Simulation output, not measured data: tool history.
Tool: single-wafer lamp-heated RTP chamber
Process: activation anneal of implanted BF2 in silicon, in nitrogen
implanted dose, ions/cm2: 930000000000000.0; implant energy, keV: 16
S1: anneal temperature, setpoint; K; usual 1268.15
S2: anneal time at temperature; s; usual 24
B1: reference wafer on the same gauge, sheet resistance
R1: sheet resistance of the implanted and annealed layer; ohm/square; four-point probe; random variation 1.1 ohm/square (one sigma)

Run 1, hour 0: usual settings; B1 254.16. Result: R1 208.23 ohm/square.
At hour 22.4: reflector plate cleaned.
Run 2, hour 29.5: usual settings; B1 254.25. Result: R1 218.19 ohm/square.
Run 3, hour 98.3: usual settings; B1 254.01. Result: R1 212.9 ohm/square.
At hour 147.3: pyrometer window cleaned and pyrometer calibrated.
Run 4, hour 168.7: usual settings; B1 254.4. Result: R1 210.37 ohm/square.
Run 5, hour 215.9: usual settings; B1 254.22. Result: R1 209.12 ohm/square.
At hour 278.1: reflector plate cleaned.
Run 6, hour 287: usual settings; B1 253.79. Result: R1 216.94 ohm/square.
Run 7, hour 317.4: usual settings but S2 34 s; B1 253.8. Result: R1 204.41 ohm/square.
At hour 341.8: pyrometer window cleaned and pyrometer calibrated.
Run 8, hour 344.4: usual settings but S2 34 s; B1 253.83. Result: R1 200.46 ohm/square.
At hour 349.9: gauge calibrated.
Run 9, hour 409.9: usual settings; B1 253.95. Result: R1 211.61 ohm/square.
Run 10, hour 452.1: usual settings; B1 254.08. Result: R1 209.76 ohm/square.
Run 11, hour 521.3: usual settings but S1 1279.15 K; B1 253.94. Result: R1 191.93 ohm/square.
At hour 553.7: pyrometer window cleaned and pyrometer calibrated.
At hour 560.6: reflector plate cleaned.
Run 12, hour 567.8: usual settings but S1 1281.15 K, S2 14 s; B1 254.31. Result: R1 217.3 ohm/square.
Run 13, hour 600.5: usual settings but S1 1243.15 K, S2 35 s; B1 254.12. Result: R1 245.08 ohm/square.
Run 14, hour 649.4: usual settings but S1 1241.15 K, S2 33 s; B1 253.86. Result: R1 247.15 ohm/square.
At hour 752.2: pyrometer window cleaned and pyrometer calibrated.
Run 15, hour 752.7: usual settings; B1 253.92. Result: R1 210.61 ohm/square.
Run 16, hour 811.9: usual settings but S1 1296.15 K, S2 16 s; B1 254. Result: R1 184.73 ohm/square.
Run 17, hour 870.5: usual settings but S1 1250.15 K, S2 14 s; B1 253.92. Result: R1 259.28 ohm/square.
At hour 887.8: reflector plate cleaned.
Run 18, hour 937.4: usual settings but S1 1253.15 K, S2 16 s; B1 254.13. Result: R1 255.91 ohm/square.
At hour 966.3: pyrometer window cleaned and pyrometer calibrated.
Run 19, hour 1005.1: usual settings but S2 34 s; B1 253.71. Result: R1 201.3 ohm/square.

The next listed run, before its measurement:
Run 20, hour 1061.5: usual settings but S1 1239.15 K, S2 29 s; B1 ?. Result: R1 ?.

{"run 20": {"B1": 254.02, "R1": 256.69}}
Without the tool's hidden state the same run would have given R1 268.57 ohm/square.
